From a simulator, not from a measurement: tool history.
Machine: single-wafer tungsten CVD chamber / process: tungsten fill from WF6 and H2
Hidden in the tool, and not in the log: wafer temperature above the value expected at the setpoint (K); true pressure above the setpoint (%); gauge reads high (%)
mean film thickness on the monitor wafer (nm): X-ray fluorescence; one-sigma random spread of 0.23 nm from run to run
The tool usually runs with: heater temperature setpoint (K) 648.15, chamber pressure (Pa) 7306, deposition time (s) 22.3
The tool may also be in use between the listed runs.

run     day  heater temperature setpoint (K)  chamber pressure (Pa)  deposition time (s)  wafers since the last listed run  hours since the last thermocouple change  hours since the last manometer calibration  hours since the showerhead was replaced  hours since the gauge calibration  read-back reference wafer on the same gauge, thickness_nm  mean film thickness on the monitor wafer (nm)
  1       0                           648.15                   7306                 22.3                                 0                                    1458.4                                       762.5                                   4541.1                              156.8                                                     57.324                                         50.093
  2   0.304                           648.15                   7306                 22.3                               164                                    1465.7                                       769.8                                   4548.4                              164.1                                                     57.293                                         50.348
  3   1.029                           648.15                   7306                 20.6                               391                                    1483.1                                       787.2                                   4565.8                              181.5                                                     57.355                                         46.023
      1.588  -- showerhead replaced
  4   1.608                           648.15                   7306                 20.6                               132                                      1497                                       801.1                                      0.5                              195.4                                                     57.269                                         46.224
  5   2.108                           648.15                   8106                 22.3                               270                                      1509                                       813.1                                     12.5                              207.4                                                     57.301                                         52.646
  6   2.533                           641.15                   7306                 24.1                               229                                    1519.2                                       823.3                                     22.7                              217.6                                                     57.252                                         47.965
  7   3.217                           648.15                   7306                 22.3                               369                                    1535.6                                       839.7                                     39.1                                234                                                     57.317                                         50.079
  8   3.933                           648.15                   7306                 22.3                               387                                    1552.8                                       856.9                                     56.3                              251.2                                                     57.306                                         50.833
  9   5.712                           648.15                   7306                 22.3                               961                                    1595.5                                       899.6                                       99                              293.9                                                     57.218                                         50.653
 10   6.221                           638.15                   7306                 22.3                               274                                    1607.7                                       911.8                                    111.2                              306.1                                                     57.303                                          41.89
 11   6.908                           648.15                   7306                 22.3                               371                                    1624.2                                       928.3                                    127.7                              322.6                                                     57.303                                         50.378
      7.533  -- thermocouple changed; heater temperature recalibrated
 12   7.554                           663.15                   8386                 20.3                               168                                       0.5                                       943.8                                    143.2                              338.1                                                      57.31                                         63.413
 13   7.854                           648.15                   7306                 22.3                               162                                       7.7                                         951                                    150.4                              345.3                                                     57.306                                         50.493
 14   8.404                           637.15                   5866                 22.3                               297                                      20.9                                       964.2                                    163.6                              358.5                                                      57.34                                         37.768
 15   8.738                           644.15                   7306                 22.3                               180                                      28.9                                       972.2                                    171.6                              366.5                                                     57.359                                         47.403
 16   9.125                           654.15                   7306                 22.3                               209                                      38.2                                       981.5                                    180.9                              375.8                                                     57.312                                         56.393
 17   9.396                           648.15                   7306                 22.3                               146                                      44.7                                         988                                    187.4                              382.3                                                      57.35                                         50.756
 18  10.104                           648.15                   7306                 21.3                               382                                      61.7                                        1005                                    204.4                              399.3                                                     57.318                                         48.517
     10.754  -- capacitance manometer re-zeroed and calibrated
 19  10.775                           648.15                   7306                 22.3                               182                                      77.8                                         0.5                                    220.5                              415.4                                                     57.292                                         48.964
 20  10.838                           661.15                   8599                 26.6                                33                                      79.3                                           2                                      222                              416.9                                                     57.317                                         78.979
 21  11.517                           659.15                   9066                 26.1                               366                                      95.6                                        18.3                                    238.3                              433.2                                                     57.251                                         76.242
 22  11.975                           648.15                   6693                 20.9                               247                                     106.6                                        29.3                                    249.3                              444.2                                                     57.281                                         44.849
 23  12.642                           648.15                   7306                 22.3                               360                                     122.6                                        45.3                                    265.3                              460.2                                                     57.232                                         49.141
 24  13.608                           648.15                   5880                 20.7                               522                                     145.8                                        68.5                                    288.5                              483.4                                                     57.247                                         41.788
 25  13.883                           656.15                   8813                 24.5                               148                                     152.4                                        75.1                                    295.1                                490                                                     57.279                                         67.633
     14.225  -- gauge calibrated
 26  14.533                           648.15                   9039                 22.3                               351                                       168                                        90.7                                    310.7                                7.4                                                     57.287                                         54.096
 27  14.812                           648.15                   7306                 22.3                               150                                     174.7                                        97.4                                    317.4                               14.1                                                     57.231                                         49.427
 28  15.321                           652.15                   8439                 22.3                               274                                     186.9                                       109.6                                    329.6                               26.3                                                     57.341                                         56.275
 29  16.012                           635.15                   8559                 20.4                               373                                     203.5                                       126.2                                    346.2                               42.9                                                     57.284                                         37.727
 30  16.517                           638.15                   6106                 24.1                               272                                     215.6                                       138.3                                    358.3                                 55                                                     57.335                                         41.743
 31  16.938                           655.15                   6213                 22.3                               227                                     225.7                                       148.4                                    368.4                               65.1                                                     57.306                                         52.356
 32  17.425                           648.15                   8613                 22.3                               263                                     237.4                                       160.1                                    380.1                               76.8                                                     57.312                                         52.804
 33  18.171                           648.15                   7879                 22.3                               402                                     255.3                                         178                                      398                               94.7                                                     57.325                                          50.96
 34  19.296                           648.15                   7986                 25.7                               607                                     282.3                                         205                                      425                              121.7                                                     57.248                                         59.307
 35  20.038                           648.15                   7306                 22.3                               400                                     300.1                                       222.8                                    442.8                              139.5                                                     57.288                                         49.612

Consider 3 possible next runs. They are alternatives, not a sequence: every one starts from the tool as it was left by run 35. What does each give?
  A  20.054                           648.15                   7306                 22.3                                 9                                     300.5                                       223.2                                    443.2                              139.9                                                          ?                                              ?
  B  20.054                           648.15                   5666                   24                                 9                                     300.5                                       223.2                                    443.2                              139.9                                                          ?                                              ?
  C  20.054                           662.15                   8319                 23.5                                 9                                     300.5                                       223.2                                    443.2                              139.9                                                          ?                                              ?

run  read-back reference wafer on the same gauge, thickness_nm  mean film thickness on the monitor wafer (nm)
  A                                                     57.323                                         49.706
  B                                                     57.323                                         48.245
  C                                                     57.323                                         70.831
Without the tool's unlogged condition, the same runs would have read:
run  mean film thickness on the monitor wafer (nm)
  A                                         49.061
  B                                         47.601
  C                                         69.921
